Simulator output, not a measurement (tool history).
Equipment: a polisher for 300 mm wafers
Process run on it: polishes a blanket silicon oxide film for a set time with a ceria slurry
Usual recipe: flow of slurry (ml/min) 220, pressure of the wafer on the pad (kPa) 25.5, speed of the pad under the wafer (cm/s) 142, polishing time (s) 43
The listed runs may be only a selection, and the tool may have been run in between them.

| run | day | flow of slurry (ml/min) | pressure of the wafer on the pad (kPa) | speed of the pad under the wafer (cm/s) | polishing time (s) | incoming thickness of the incoming film, nm | film removed (Å) |
|---|---|---|---|---|---|---|---|
| 1 | 0.000 | 220 | 25.5 | 174 | 43 | 892.4 | 4128 |
|  | 0.712 | head pressure recalibrated |
| 2 | 3.071 | 220 | 25.5 | 174 | 43 | 889.5 | 4083 |
| 3 | 5.788 | 220 | 25.5 | 174 | 43 | 903.6 | 4095 |
| 4 | 10.233 | 220 | 25.5 | 142 | 43 | 886.8 | 3356 |
|  | 17.900 | worn pad replaced by a new one |
|  | 18.296 | slurry nozzle cleaned |
| 5 | 21.683 | 220 | 25.5 | 142 | 43 | 887.7 | 3439 |
| 6 | 23.200 | 220 | 25.5 | 126 | 43 | 879.9 | 3018 |
| 7 | 25.442 | 220 | 25.5 | 142 | 35 | 895.5 | 2768 |
| 8 | 27.642 | 220 | 25.5 | 142 | 35 | 884.4 | 2711 |
| 9 | 29.462 | 220 | 25.5 | 142 | 35 | 902.9 | 2689 |
| 10 | 31.950 | 190 | 25.5 | 142 | 39 | 881.8 | 2996 |
|  | 33.662 | head pressure recalibrated |
| 11 | 36.167 | 220 | 25.5 | 142 | 43 | 898.9 | 3362 |
| 12 | 38.133 | 220 | 22.1 | 154 | 43 | 895.9 | 3147 |
| 13 | 41.529 | 220 | 22.1 | 154 | 43 | 888.9 | 3076 |
|  | 45.629 | worn pad replaced by a new one |
| 14 | 45.967 | 220 | 22.1 | 142 | 57 | 889.8 | 3785 |
| 15 | 48.279 | 175 | 34.5 | 176 | 43 | 889.9 | 5441 |
|  | 50.833 | slurry nozzle cleaned |
| 16 | 51.554 | 220 | 25.5 | 142 | 49 | 895.7 | 3902 |
| 17 | 53.775 | 220 | 25.5 | 142 | 56 | 878.4 | 4513 |
| 18 | 57.492 | 220 | 25.5 | 142 | 43 | 885.8 | 3346 |
| 19 | 60.488 | 220 | 25.5 | 142 | 35 | 883.1 | 2742 |
|  | 60.588 | head pressure recalibrated |
| 20 | 62.658 | 220 | 20.0 | 142 | 53 | 888.1 | 3247 |
| 21 | 65.221 | 220 | 30.3 | 142 | 51 | 907.7 | 4648 |
| 22 | 67.788 | 150 | 20.7 | 164 | 43 | 899.0 | 2965 |
| 23 | 70.842 | 180 | 25.5 | 110 | 43 | 894.7 | 2491 |
| 24 | 74.729 | 220 | 25.5 | 142 | 43 | 900.0 | 3352 |
|  | 78.550 | worn pad replaced by a new one |
| 25 | 78.688 | 220 | 25.5 | 142 | 43 | 897.9 | 3353 |
| 26 | 80.296 | 220 | 28.3 | 126 | 43 | 883.5 | 3186 |
| 27 | 82.712 | 220 | 25.5 | 172 | 28 | 881.2 | 2600 |
|  | 83.600 | slurry nozzle cleaned |
| 28 | 85.471 | 220 | 25.5 | 142 | 43 | 898.5 | 3453 |
|  | 86.992 | head pressure recalibrated |
| 29 | 89.804 | 175 | 25.5 | 142 | 38 | 888.6 | 2913 |
| 30 | 93.362 | 290 | 31.7 | 116 | 50 | 892.4 | 4045 |
| 31 | 97.025 | 220 | 25.5 | 142 | 43 | 905.0 | 3316 |
| 32 | 100.629 | 220 | 25.5 | 142 | 43 | 895.4 | 3333 |
|  | 104.504 | worn pad replaced by a new one |
| 33 | 104.550 | 220 | 25.5 | 142 | 43 | 883.3 | 3306 |
| 34 | 106.800 | 220 | 29.6 | 190 | 43 | 891.3 | 5078 |
| 35 | 108.850 | 150 | 25.5 | 186 | 43 | 874.7 | 4092 |
| 36 | 112.388 | 220 | 30.3 | 122 | 43 | 885.4 | 3424 |
| 37 | 114.475 | 220 | 25.5 | 186 | 43 | 884.4 | 4300 |
|  | 114.583 | head pressure recalibrated |
| 38 | 117.738 | 220 | 25.5 | 142 | 43 | 891.3 | 3296 |

What if the next run were any one of these 3? Each begins from the tool's condition after run 38:
| A | 117.754 | 290 | 25.5 | 142 | 43 | 895.8 | ? |
| B | 117.754 | 295 | 25.5 | 142 | 43 | 895.8 | ? |
| C | 117.754 | 270 | 25.5 | 168 | 51 | 895.8 | ? |

| run | film removed (Å) |
|---|---|
| A | 3325 |
| B | 3330 |
| C | 4632 |
With no hidden state in the tool, these same runs would have given:
| run | film removed (Å) |
|---|---|
| A | 3458 |
| B | 3462 |
| C | 4827 |

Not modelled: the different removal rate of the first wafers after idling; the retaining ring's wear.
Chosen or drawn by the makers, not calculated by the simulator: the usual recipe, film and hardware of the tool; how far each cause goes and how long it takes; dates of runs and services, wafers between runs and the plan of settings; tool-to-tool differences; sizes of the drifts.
